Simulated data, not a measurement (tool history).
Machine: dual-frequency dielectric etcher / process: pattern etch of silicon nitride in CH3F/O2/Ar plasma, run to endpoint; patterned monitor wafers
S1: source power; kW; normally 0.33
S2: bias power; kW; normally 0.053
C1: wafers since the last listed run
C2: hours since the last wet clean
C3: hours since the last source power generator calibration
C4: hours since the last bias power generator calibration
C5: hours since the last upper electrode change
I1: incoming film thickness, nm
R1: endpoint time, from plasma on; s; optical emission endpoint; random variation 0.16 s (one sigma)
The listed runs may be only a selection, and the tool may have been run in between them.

Run 1, hour 0: usual settings; C1 0; C2 237.8; C3 3607.9; C4 2688.9; C5 1775; I1 32.04. Result: R1 53.9 s.
Run 2, hour 29.4: usual settings; C1 203; C2 267.2; C3 3637.3; C4 2718.3; C5 1804.4; I1 32.31. Result: R1 54.5 s.
Run 3, hour 93.7: usual settings; C1 445; C2 331.5; C3 3701.6; C4 2782.6; C5 1868.7; I1 32.28. Result: R1 54.8 s.
Run 4, hour 134.1: usual settings; C1 279; C2 371.9; C3 3742; C4 2823; C5 1909.1; I1 32.38. Result: R1 54.7 s.
Run 5, hour 176.2: usual settings; C1 291; C2 414; C3 3784.1; C4 2865.1; C5 1951.2; I1 32.13. Result: R1 54.6 s.
Run 6, hour 226.9: usual settings; C1 351; C2 464.7; C3 3834.8; C4 2915.8; C5 2001.9; I1 32.2. Result: R1 54.6 s.
At hour 271.2: upper electrode replaced.
Run 7, hour 288.9: usual settings; C1 263; C2 526.7; C3 3896.8; C4 2977.8; C5 17.7; I1 31.98. Result: R1 54.4 s.
Run 8, hour 357: usual settings; C1 471; C2 594.8; C3 3964.9; C4 3045.9; C5 85.8; I1 32.13. Result: R1 54.7 s.
At hour 369.9: bias power generator calibrated.
At hour 440: wet clean of the chamber.
Run 9, hour 440.5: usual settings; C1 384; C2 0.5; C3 4048.4; C4 70.6; C5 169.3; I1 32.41. Result: R1 54.2 s.
At hour 474: source power generator calibrated.
Run 10, hour 482.8: usual settings but S1 0.37 kW, S2 0.046 kW; C1 265; C2 42.8; C3 8.8; C4 112.9; C5 211.6; I1 32.41. Result: R1 53.7 s.
Run 11, hour 520.6: usual settings but S1 0.41 kW; C1 261; C2 80.6; C3 46.6; C4 150.7; C5 249.4; I1 31.97. Result: R1 47.9 s.
Run 12, hour 558.1: usual settings; C1 259; C2 118.1; C3 84.1; C4 188.2; C5 286.9; I1 32.34. Result: R1 53.9 s.
Run 13, hour 626.9: usual settings but S1 0.39 kW, S2 0.061 kW; C1 476; C2 186.9; C3 152.9; C4 257; C5 355.7; I1 32.56. Result: R1 48 s.
Run 14, hour 670.2: usual settings but S2 0.044 kW; C1 300; C2 230.2; C3 196.2; C4 300.3; C5 399; I1 32.13. Result: R1 57.8 s.

State the hidden condition of the tool at each of the runs:
source power that arrives over what is set, %: 0 in every run
bias power that arrives over what is set, %: 0 in every run
H1: etch rate over this chamber's usual, %
run       H1
  1    -1.08
  2    -1.18
  3    -1.39
  4    -1.53
  5    -1.67
  6    -1.84
  7    -2.04
  8    -2.27
  9   0.0463
 10  -0.0945
 11    -0.22
 12   -0.345
 13   -0.574
 14   -0.719
